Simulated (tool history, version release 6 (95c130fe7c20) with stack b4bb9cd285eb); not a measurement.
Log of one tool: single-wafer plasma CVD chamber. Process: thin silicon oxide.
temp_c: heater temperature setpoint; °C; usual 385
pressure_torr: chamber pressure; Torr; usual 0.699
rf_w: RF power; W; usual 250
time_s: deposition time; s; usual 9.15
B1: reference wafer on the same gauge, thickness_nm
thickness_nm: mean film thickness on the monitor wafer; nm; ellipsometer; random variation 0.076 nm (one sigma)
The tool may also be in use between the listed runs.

{"run": 1, "hour": 0.0, "temp_c": 385, "pressure_torr": 0.699, "rf_w": 250, "time_s": 9.15, "B1": 13.608, "thickness_nm": 13.122}
{"run": 2, "hour": 39.6, "temp_c": 385, "pressure_torr": 0.699, "rf_w": 250, "time_s": 9.15, "B1": 13.619, "thickness_nm": 13.18}
{"run": 3, "hour": 78.0, "temp_c": 385, "pressure_torr": 0.699, "rf_w": 250, "time_s": 9.15, "B1": 13.619, "thickness_nm": 13.061}
{"run": 4, "hour": 132.2, "temp_c": 376, "pressure_torr": 0.699, "rf_w": 250, "time_s": 9.15, "B1": 13.592, "thickness_nm": 13.161}
{"hour": 220.8, "done": "thermocouple changed; heater temperature recalibrated"}
{"run": 5, "hour": 221.3, "temp_c": 376, "pressure_torr": 0.699, "rf_w": 250, "time_s": 9.15, "B1": 13.59, "thickness_nm": 13.283}
{"run": 6, "hour": 302.2, "temp_c": 385, "pressure_torr": 0.699, "rf_w": 250, "time_s": 9.15, "B1": 13.578, "thickness_nm": 13.262}
{"run": 7, "hour": 349.8, "temp_c": 385, "pressure_torr": 0.699, "rf_w": 250, "time_s": 9.15, "B1": 13.591, "thickness_nm": 13.288}
{"hour": 382.8, "done": "showerhead replaced"}
{"run": 8, "hour": 435.3, "temp_c": 385, "pressure_torr": 0.699, "rf_w": 250, "time_s": 9.15, "B1": 13.583, "thickness_nm": 13.347}
{"run": 9, "hour": 513.4, "temp_c": 374, "pressure_torr": 0.573, "rf_w": 250, "time_s": 8.51, "B1": 13.621, "thickness_nm": 11.346}
{"hour": 585.3, "done": "RF generator calibrated"}
{"hour": 605.0, "done": "capacitance manometer re-zeroed and calibrated"}
{"run": 10, "hour": 611.5, "temp_c": 399, "pressure_torr": 0.842, "rf_w": 295, "time_s": 9.96, "B1": 13.571, "thickness_nm": 16.209}
{"hour": 667.7, "done": "gauge calibrated"}
{"run": 11, "hour": 716.1, "temp_c": 378, "pressure_torr": 0.537, "rf_w": 285, "time_s": 9.82, "B1": 13.589, "thickness_nm": 12.528}
{"run": 12, "hour": 787.4, "temp_c": 385, "pressure_torr": 0.78, "rf_w": 250, "time_s": 7.99, "B1": 13.608, "thickness_nm": 12.009}
{"run": 13, "hour": 852.8, "temp_c": 385, "pressure_torr": 0.699, "rf_w": 200, "time_s": 7.91, "B1": 13.62, "thickness_nm": 10.437}
{"run": 14, "hour": 915.6, "temp_c": 389, "pressure_torr": 0.699, "rf_w": 250, "time_s": 8.18, "B1": 13.582, "thickness_nm": 11.59}
{"run": 15, "hour": 953.4, "temp_c": 385, "pressure_torr": 0.699, "rf_w": 250, "time_s": 9.15, "B1": 13.611, "thickness_nm": 13.099}
{"run": 16, "hour": 1014.5, "temp_c": 396, "pressure_torr": 0.577, "rf_w": 250, "time_s": 10.86, "B1": 13.601, "thickness_nm": 13.787}
{"run": 17, "hour": 1119.2, "temp_c": 385, "pressure_torr": 0.699, "rf_w": 250, "time_s": 8.46, "B1": 13.622, "thickness_nm": 12.114}
{"run": 18, "hour": 1218.2, "temp_c": 385, "pressure_torr": 0.594, "rf_w": 250, "time_s": 10.06, "B1": 13.598, "thickness_nm": 13.187}
{"run": 19, "hour": 1254.8, "temp_c": 385, "pressure_torr": 0.699, "rf_w": 250, "time_s": 8.57, "B1": 13.616, "thickness_nm": 12.408}
{"run": 20, "hour": 1302.8, "temp_c": 381, "pressure_torr": 0.699, "rf_w": 220, "time_s": 10.27, "B1": 13.591, "thickness_nm": 14.256}
{"run": 21, "hour": 1363.8, "temp_c": 385, "pressure_torr": 0.699, "rf_w": 250, "time_s": 9.15, "B1": 13.606, "thickness_nm": 13.297}
{"run": 22, "hour": 1409.5, "temp_c": 385, "pressure_torr": 0.533, "rf_w": 250, "time_s": 9.15, "B1": 13.604, "thickness_nm": 11.435}
{"run": 23, "hour": 1468.4, "temp_c": 385, "pressure_torr": 0.699, "rf_w": 250, "time_s": 9.15, "B1": 13.598, "thickness_nm": 13.386}
{"run": 24, "hour": 1533.1, "temp_c": 385, "pressure_torr": 0.588, "rf_w": 285, "time_s": 9.15, "B1": 13.601, "thickness_nm": 12.595}
{"hour": 1610.9, "done": "capacitance manometer re-zeroed and calibrated"}
{"run": 25, "hour": 1640.4, "temp_c": 385, "pressure_torr": 0.635, "rf_w": 250, "time_s": 7.85, "B1": 13.596, "thickness_nm": 10.407}
{"run": 26, "hour": 1698.5, "temp_c": 385, "pressure_torr": 0.597, "rf_w": 250, "time_s": 9.15, "B1": 13.576, "thickness_nm": 11.723}
{"hour": 1799.8, "done": "RF generator calibrated"}
{"run": 27, "hour": 1825.9, "temp_c": 375, "pressure_torr": 0.546, "rf_w": 250, "time_s": 9.79, "B1": 13.59, "thickness_nm": 12.233}
{"run": 28, "hour": 1905.6, "temp_c": 385, "pressure_torr": 0.783, "rf_w": 250, "time_s": 7.59, "B1": 13.598, "thickness_nm": 11.531}

Forecast each of these 4 alternatives for the next run:
{"run": "A", "hour": 1906.0, "temp_c": 385, "pressure_torr": 0.699, "rf_w": 250, "time_s": 9.15, "B1": "?", "thickness_nm": "?"}
{"run": "B", "hour": 1906.0, "temp_c": 398, "pressure_torr": 0.75, "rf_w": 275, "time_s": 10.44, "B1": "?", "thickness_nm": "?"}
{"run": "C", "hour": 1906.0, "temp_c": 380, "pressure_torr": 0.699, "rf_w": 250, "time_s": 10.35, "B1": "?", "thickness_nm": "?"}
{"run": "D", "hour": 1906.0, "temp_c": 385, "pressure_torr": 0.699, "rf_w": 250, "time_s": 10.67, "B1": "?", "thickness_nm": "?"}

run=A B1=13.613 thickness_nm=12.908
run=B B1=13.613 thickness_nm=15.696
run=C B1=13.613 thickness_nm=14.644
run=D B1=13.613 thickness_nm=15.046
Without the tool's hidden state the same runs would have given:
run=A thickness_nm=12.733
run=B thickness_nm=15.483
run=C thickness_nm=14.446
run=D thickness_nm=14.842
